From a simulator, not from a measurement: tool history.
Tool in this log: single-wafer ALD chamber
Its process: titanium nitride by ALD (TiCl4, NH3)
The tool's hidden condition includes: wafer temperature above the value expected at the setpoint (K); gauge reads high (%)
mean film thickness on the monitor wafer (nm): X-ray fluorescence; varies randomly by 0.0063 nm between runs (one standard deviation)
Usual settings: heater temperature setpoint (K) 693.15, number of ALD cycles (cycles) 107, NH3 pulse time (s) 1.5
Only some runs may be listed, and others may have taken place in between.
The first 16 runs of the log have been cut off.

| run | hour | heater temperature setpoint (K) | number of ALD cycles (cycles) | NH3 pulse time (s) | wafers since the last listed run | hours since the last thermocouple change | hours since the showerhead was replaced | hours since the gauge calibration | read-back reference wafer on the same gauge, thickness_nm | mean film thickness on the monitor wafer (nm) |
|---|---|---|---|---|---|---|---|---|---|---|
| 17 | 847.7 | 693.15 | 107 | 1.5 | 137 | 1011.5 | 266.2 | 2426 | 2.428 | 2.593 |
| 18 | 905 | 693.15 | 107 | 1.5 | 145 | 1068.8 | 323.5 | 2483.3 | 2.434 | 2.588 |
| 19 | 934.1 | 693.15 | 101 | 1.19 | 74 | 1097.9 | 352.6 | 2512.4 | 2.436 | 2.408 |
| 20 | 973.9 | 701.15 | 92 | 1.5 | 101 | 1137.7 | 392.4 | 2552.2 | 2.437 | 2.222 |
|  | 1012.2 | thermocouple changed; heater temperature recalibrated |
| 21 | 1012.7 | 689.15 | 107 | 1.5 | 78 | 0.5 | 431.2 | 2591 | 2.44 | 2.593 |
|  | 1069.9 | gauge calibrated |
| 22 | 1084.3 | 699.15 | 89 | 1.5 | 182 | 72.1 | 502.8 | 14.4 | 2.349 | 2.081 |
| 23 | 1112.9 | 700.15 | 107 | 1.5 | 72 | 100.7 | 531.4 | 43 | 2.352 | 2.506 |
| 24 | 1150 | 693.15 | 107 | 1.5 | 94 | 137.8 | 568.5 | 80.1 | 2.35 | 2.497 |
| 25 | 1217.9 | 679.15 | 107 | 1.5 | 172 | 205.7 | 636.4 | 148 | 2.348 | 2.482 |
| 26 | 1265.9 | 699.15 | 116 | 1.28 | 122 | 253.7 | 684.4 | 196 | 2.351 | 2.699 |
| 27 | 1306.2 | 686.15 | 117 | 1.77 | 102 | 294 | 724.7 | 236.3 | 2.351 | 2.735 |
| 28 | 1334.3 | 680.15 | 95 | 1.74 | 71 | 322.1 | 752.8 | 264.4 | 2.35 | 2.215 |
| 29 | 1369.4 | 693.15 | 107 | 1.5 | 89 | 357.2 | 787.9 | 299.5 | 2.352 | 2.497 |

Run 30 is up next; what results do you expect?
| 30 | 1426.2 | 680.15 | 123 | 1.32 | 144 | 414 | 844.7 | 356.3 | ? | ? |

read-back reference wafer on the same gauge, thickness_nm: 2.351
mean film thickness on the monitor wafer (nm): 2.843
On a tool with no hidden condition, and with the same random variation, this run would have come out at mean film thickness on the monitor wafer (nm) 2.866.

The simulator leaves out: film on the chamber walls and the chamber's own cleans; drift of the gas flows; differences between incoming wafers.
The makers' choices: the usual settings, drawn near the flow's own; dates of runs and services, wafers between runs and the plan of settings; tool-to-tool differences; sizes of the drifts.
